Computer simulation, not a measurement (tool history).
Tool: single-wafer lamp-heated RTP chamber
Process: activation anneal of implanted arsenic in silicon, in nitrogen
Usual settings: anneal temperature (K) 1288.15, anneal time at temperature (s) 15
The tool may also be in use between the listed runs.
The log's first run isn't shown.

run,hour,anneal temperature (K),anneal time at temperature (s),wafers since the last listed run,wafers since the last pyrometer calibration,wafers since the reflector plate was cleaned,hours since the gauge calibration,"read-back reference wafer on the same gauge, sheet resistance",sheet resistance of the implanted and annealed layer (ohm/square)
2,70.4,1299.15,15,1333,7135,5090,329.7,152.49,151.03
# hour 133.4: pyrometer window cleaned and pyrometer calibrated
3,134.5,1288.15,19,1063,21,6153,393.8,152.08,150.84
4,205.2,1288.15,19,1339,1361,7492,464.5,151.91,150.67
5,232.9,1288.15,15,524,1886,8017,492.2,151.76,153.56
# hour 241.4: reflector plate cleaned
6,278.6,1288.15,15,714,2600,704,537.9,151.65,153.7
7,307.4,1288.15,15,545,3146,1250,566.7,151.82,152.26
8,348.4,1294.15,15,776,3922,2027,607.7,151.3,149.64
9,403.1,1294.15,15,1036,4959,3063,662.4,151.11,150.65
10,450.1,1294.15,15,890,5850,3954,709.4,150.94,149.66
11,495.2,1288.15,15,854,6704,4809,754.5,151.04,152.09
12,530.7,1288.15,15,672,7377,5481,790,150.7,151.13
# hour 572.8: pyrometer window cleaned and pyrometer calibrated
13,573.3,1288.15,15,655,10,6137,832.6,150.47,150.51
14,596,1300.15,8,430,440,6567,855.3,150.43,152.95
15,702.9,1300.15,8,2025,2465,8593,962.2,149.89,151.94
# hour 726.6: reflector plate cleaned
16,742.3,1300.15,8,594,3060,297,1001.6,149.51,153.27
17,784.8,1306.15,15,805,3866,1103,1044.1,149.25,145.76
18,841.7,1277.15,23,1078,4944,2181,1101,149,149.14
19,894.7,1298.15,6,1004,5948,3185,1154,148.54,154.9
# hour 933.4: pyrometer window cleaned and pyrometer calibrated
20,937.7,1288.15,15,663,80,3848,1197,148.14,148.06
21,961.7,1288.15,10,454,535,4303,1221,147.95,152.4
22,1016.9,1312.15,19,1045,1581,5349,1276.2,147.68,141.04

Forecast run 23:
23,1069.8,1288.15,15,1002,2583,6351,1329.1,?,?

Run 23 gave read-back reference wafer on the same gauge, sheet resistance 147.37, sheet resistance of the implanted and annealed layer (ohm/square) 147.89.
Without the tool's hidden state the same run would have given sheet resistance of the implanted and annealed layer (ohm/square) 153.78.
